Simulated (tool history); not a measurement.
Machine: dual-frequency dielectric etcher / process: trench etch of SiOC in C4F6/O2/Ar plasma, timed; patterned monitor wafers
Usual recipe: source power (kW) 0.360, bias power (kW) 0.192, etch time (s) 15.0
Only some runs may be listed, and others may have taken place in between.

run   hour  source power (kW)  bias power (kW)  etch time (s)  read-back reference wafer on the same gauge, depth_nm  mean etch depth across the wafer (Å)
  1    0.0              0.360            0.192           15.0                                                  35.21                                 321.0
  2   46.7              0.360            0.192           15.0                                                  35.21                                 320.9
  3   77.2              0.360            0.192           15.0                                                  35.22                                 322.6
  4  155.7              0.360            0.192           15.0                                                  35.23                                 320.5
  5  180.5              0.360            0.192           15.0                                                  35.18                                 322.8
  6  243.3              0.360            0.192           15.0                                                  35.20                                 323.2
  7  286.4              0.330            0.192           18.5                                                  35.19                                 388.2
  8  333.8              0.360            0.167           11.0                                                  35.18                                 228.7
  9  358.1              0.450            0.192           15.0                                                  35.19                                 348.1
 10  390.1              0.360            0.218           15.0                                                  35.21                                 335.5
 11  426.5              0.410            0.192           19.5                                                  35.22                                 438.1
 12  450.9              0.360            0.192           11.5                                                  35.21                                 248.9
 13  498.0              0.410            0.177           15.0                                                  35.20                                 330.8
 14  568.6              0.360            0.148           15.0                                                  35.20                                 303.4
 15  630.2              0.360            0.192           15.0                                                  35.18                                 323.7
 16  660.3              0.360            0.192           15.0                                                  35.18                                 326.8
     728.5  -- wet clean of the chamber
 17  729.0              0.360            0.147           17.0                                                  35.20                                 340.4
 18  794.4              0.360            0.192           15.0                                                  35.18                                 323.1
     814.9  -- gauge calibrated
 19  819.9              0.360            0.192           15.0                                                  35.23                                 323.5
 20  871.9              0.360            0.218           15.0                                                  35.20                                 335.1
 21  943.6              0.410            0.192           15.0                                                  35.20                                 339.9
     965.0  -- bias power generator calibrated
 22  996.7              0.360            0.229           13.0                                                  35.16                                 297.9

The next listed run, before its measurement:
 23  1053.6              0.360            0.192           15.0                                                      ?                                     ?

{"run 23": {"read-back reference wafer on the same gauge, depth_nm": 35.21, "mean etch depth across the wafer (Å)": 325.2}}
Without the tool's hidden state the same run would have given mean etch depth across the wafer (Å) 322.0.
